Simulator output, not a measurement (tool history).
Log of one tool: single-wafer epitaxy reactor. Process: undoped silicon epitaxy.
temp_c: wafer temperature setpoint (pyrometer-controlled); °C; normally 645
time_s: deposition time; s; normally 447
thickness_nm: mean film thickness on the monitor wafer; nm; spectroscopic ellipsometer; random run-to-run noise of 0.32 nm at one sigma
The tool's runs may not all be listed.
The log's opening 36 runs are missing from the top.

run	hour	temp_c	time_s	read-back reference wafer on the same gauge, thickness_nm	thickness_nm
37	2022.4	645	447	71.085	65.981
38	2053.4	645	395	71.182	57.539
39	2107	633	382	71.09	43.937
40	2156.5	638	491	71.227	63.207
41	2200.4	649	475	71.144	74.929
42	2225.9	645	398	71.113	58.219
43	2254.7	645	527	71.128	77.108
44	2305.2	645	447	71.161	65.632
45	2345.1	637	422	71.003	52.48
46	2409.9	645	447	71.082	65.04

Forecast each of these 4 alternatives for the next run:
A	2410.4	645	447	?	?
B	2410.4	658	447	?	?
C	2410.4	645	389	?	?
D	2410.4	645	381	?	?

run	read-back reference wafer on the same gauge, thickness_nm	thickness_nm
A	71.307	65.147
B	71.307	83.569
C	71.307	56.694
D	71.307	55.528
Without the tool's unlogged condition, the same runs would have read:
run	thickness_nm
A	65.548
B	84.071
C	57.043
D	55.87

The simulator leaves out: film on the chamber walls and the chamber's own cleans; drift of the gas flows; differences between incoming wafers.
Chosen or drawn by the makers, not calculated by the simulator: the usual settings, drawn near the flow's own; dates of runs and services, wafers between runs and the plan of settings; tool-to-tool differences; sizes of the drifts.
